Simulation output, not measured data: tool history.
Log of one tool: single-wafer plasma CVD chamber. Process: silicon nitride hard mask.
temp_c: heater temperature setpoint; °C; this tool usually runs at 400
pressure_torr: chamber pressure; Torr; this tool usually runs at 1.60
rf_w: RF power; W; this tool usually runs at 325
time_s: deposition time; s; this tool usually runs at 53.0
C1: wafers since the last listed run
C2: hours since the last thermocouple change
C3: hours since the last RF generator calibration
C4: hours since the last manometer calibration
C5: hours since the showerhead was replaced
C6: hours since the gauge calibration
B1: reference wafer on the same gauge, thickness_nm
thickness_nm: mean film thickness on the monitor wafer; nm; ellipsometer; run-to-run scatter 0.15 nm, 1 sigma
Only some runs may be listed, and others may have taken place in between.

Run 1, day 0.000: usual settings but rf_w 375 W; C1 0; C2 2531.5; C3 37.9; C4 1068.3; C5 6599.8; C6 1243.2; B1 52.489. Result: thickness_nm 69.954 nm.
Run 2, day 1.496: usual settings but rf_w 375 W; C1 421; C2 2567.4; C3 73.8; C4 1104.2; C5 6635.7; C6 1279.1; B1 52.486. Result: thickness_nm 70.049 nm.
Run 3, day 2.871: usual settings but rf_w 375 W; C1 387; C2 2600.4; C3 106.8; C4 1137.2; C5 6668.7; C6 1312.1; B1 52.476. Result: thickness_nm 69.762 nm.
At day 3.133: gauge calibrated.
Run 4, day 3.771: usual settings; C1 253; C2 2622.0; C3 128.4; C4 1158.8; C5 6690.3; C6 15.3; B1 52.497. Result: thickness_nm 64.020 nm.
Run 5, day 4.525: usual settings; C1 212; C2 2640.1; C3 146.5; C4 1176.9; C5 6708.4; C6 33.4; B1 52.519. Result: thickness_nm 64.106 nm.
Run 6, day 5.817: usual settings; C1 363; C2 2671.1; C3 177.5; C4 1207.9; C5 6739.4; C6 64.4; B1 52.493. Result: thickness_nm 63.981 nm.
Run 7, day 6.754: usual settings; C1 264; C2 2693.6; C3 200.0; C4 1230.4; C5 6761.9; C6 86.9; B1 52.517. Result: thickness_nm 64.119 nm.
At day 7.979: capacitance manometer re-zeroed and calibrated.
At day 8.217: showerhead replaced.
Run 8, day 8.238: usual settings but time_s 43.2 s; C1 256; C2 2729.2; C3 235.6; C4 6.2; C5 0.5; C6 122.5; B1 52.479. Result: thickness_nm 51.374 nm.
Run 9, day 9.308: usual settings but temp_c 411 °C, rf_w 300 W; C1 301; C2 2754.9; C3 261.3; C4 31.9; C5 26.2; C6 148.2; B1 52.458. Result: thickness_nm 59.442 nm.
Run 10, day 10.071: usual settings but temp_c 407 °C, pressure_torr 1.77 Torr, rf_w 345 W; C1 214; C2 2773.2; C3 279.6; C4 50.2; C5 44.5; C6 166.5; B1 52.475. Result: thickness_nm 66.540 nm.
Run 11, day 11.112: usual settings but pressure_torr 1.73 Torr; C1 293; C2 2798.2; C3 304.6; C4 75.2; C5 69.5; C6 191.5; B1 52.510. Result: thickness_nm 63.693 nm.
Run 12, day 12.096: usual settings but pressure_torr 1.73 Torr, rf_w 390 W, time_s 44.9 s; C1 276; C2 2821.8; C3 328.2; C4 98.8; C5 93.1; C6 215.1; B1 52.487. Result: thickness_nm 60.541 nm.
Run 13, day 12.854: usual settings; C1 213; C2 2840.0; C3 346.4; C4 117.0; C5 111.3; C6 233.3; B1 52.508. Result: thickness_nm 63.366 nm.
Run 14, day 13.500: usual settings but pressure_torr 1.78 Torr, rf_w 275 W, time_s 45.1 s; C1 181; C2 2855.5; C3 361.9; C4 132.5; C5 126.8; C6 248.8; B1 52.534. Result: thickness_nm 49.391 nm.
Run 15, day 14.888: usual settings; C1 390; C2 2888.8; C3 395.2; C4 165.8; C5 160.1; C6 282.1; B1 52.529. Result: thickness_nm 63.113 nm.
Run 16, day 15.633: usual settings but pressure_torr 1.72 Torr, time_s 59.9 s; C1 210; C2 2906.7; C3 413.1; C4 183.7; C5 178.0; C6 300.0; B1 52.496. Result: thickness_nm 72.606 nm.
At day 16.425: thermocouple changed; heater temperature recalibrated.
Run 17, day 16.912: usual settings; C1 266; C2 11.7; C3 443.8; C4 214.4; C5 208.7; C6 330.7; B1 52.462. Result: thickness_nm 63.274 nm.
Run 18, day 17.858: usual settings but rf_w 290 W; C1 266; C2 34.4; C3 466.5; C4 237.1; C5 231.4; C6 353.4; B1 52.500. Result: thickness_nm 58.745 nm.
Run 19, day 18.392: usual settings but temp_c 388 °C, pressure_torr 1.38 Torr, rf_w 365 W; C1 150; C2 47.2; C3 479.3; C4 249.9; C5 244.2; C6 366.2; B1 52.460. Result: thickness_nm 65.887 nm.
Run 20, day 18.929: usual settings but temp_c 391 °C, time_s 56.0 s; C1 151; C2 60.1; C3 492.2; C4 262.8; C5 257.1; C6 379.1; B1 52.515. Result: thickness_nm 66.947 nm.
Run 21, day 19.942: usual settings but temp_c 393 °C, pressure_torr 1.94 Torr, rf_w 385 W, time_s 61.0 s; C1 285; C2 84.4; C3 516.5; C4 287.1; C5 281.4; C6 403.4; B1 52.501. Result: thickness_nm 84.637 nm.
Run 22, day 21.171: usual settings but temp_c 414 °C, pressure_torr 1.35 Torr, rf_w 285 W; C1 346; C2 113.9; C3 546.0; C4 316.6; C5 310.9; C6 432.9; B1 52.512. Result: thickness_nm 55.670 nm.
Run 23, day 22.050: usual settings; C1 247; C2 135.0; C3 567.1; C4 337.7; C5 332.0; C6 454.0; B1 52.465. Result: thickness_nm 62.873 nm.
Run 24, day 22.700: usual settings but rf_w 365 W; C1 183; C2 150.6; C3 582.7; C4 353.3; C5 347.6; C6 469.6; B1 52.465. Result: thickness_nm 67.721 nm.
Run 25, day 23.696: usual settings but temp_c 387 °C, pressure_torr 1.29 Torr, rf_w 295 W, time_s 62.5 s; C1 280; C2 174.5; C3 606.6; C4 377.2; C5 371.5; C6 493.5; B1 52.470. Result: thickness_nm 67.278 nm.
Run 26, day 25.158: usual settings but temp_c 413 °C, pressure_torr 1.39 Torr, rf_w 280 W, time_s 56.2 s; C1 411; C2 209.6; C3 641.7; C4 412.3; C5 406.6; C6 528.6; B1 52.518. Result: thickness_nm 58.870 nm.
Run 27, day 25.988: usual settings but time_s 56.9 s; C1 233; C2 229.5; C3 661.6; C4 432.2; C5 426.5; C6 548.5; B1 52.522. Result: thickness_nm 68.049 nm.
Run 28, day 27.167: usual settings but temp_c 410 °C, time_s 59.7 s; C1 332; C2 257.8; C3 689.9; C4 460.5; C5 454.8; C6 576.8; B1 52.500. Result: thickness_nm 70.871 nm.
Run 29, day 28.654: usual settings but rf_w 345 W; C1 418; C2 293.5; C3 725.6; C4 496.2; C5 490.5; C6 612.5; B1 52.546. Result: thickness_nm 65.599 nm.
Run 30, day 29.825: usual settings; C1 329; C2 321.6; C3 753.7; C4 524.3; C5 518.6; C6 640.6; B1 52.501. Result: thickness_nm 63.296 nm.

Hidden state, per run?
wafer temperature above the value expected at the setpoint (K): 0 on each run
gauge reads high (%): 0 on each run
H1: delivered RF power above the setpoint (%)
H2: true pressure above the setpoint (%)
run      H1    H2
  1  -0.243  8.69
  2  -0.297  8.75
  3  -0.346   8.8
  4  -0.378  8.83
  5  -0.405  8.86
  6  -0.452   8.9
  7  -0.485  8.93
  8  -0.538   0.8
  9  -0.576  1.27
 10  -0.604  1.58
 11  -0.641  1.99
 12  -0.676  2.36
 13  -0.703  2.63
 14  -0.726  2.85
 15  -0.776   3.3
 16  -0.803  3.53
 17  -0.848   3.9
 18  -0.882  4.16
 19  -0.901   4.3
 20   -0.92  4.43
 21  -0.957  4.68
 22      -1  4.97
 23   -1.03  5.16
 24   -1.06  5.29
 25   -1.09  5.49
 26   -1.14  5.76
 27   -1.17  5.91
 28   -1.22  6.11
 29   -1.27  6.34
 30   -1.31  6.51
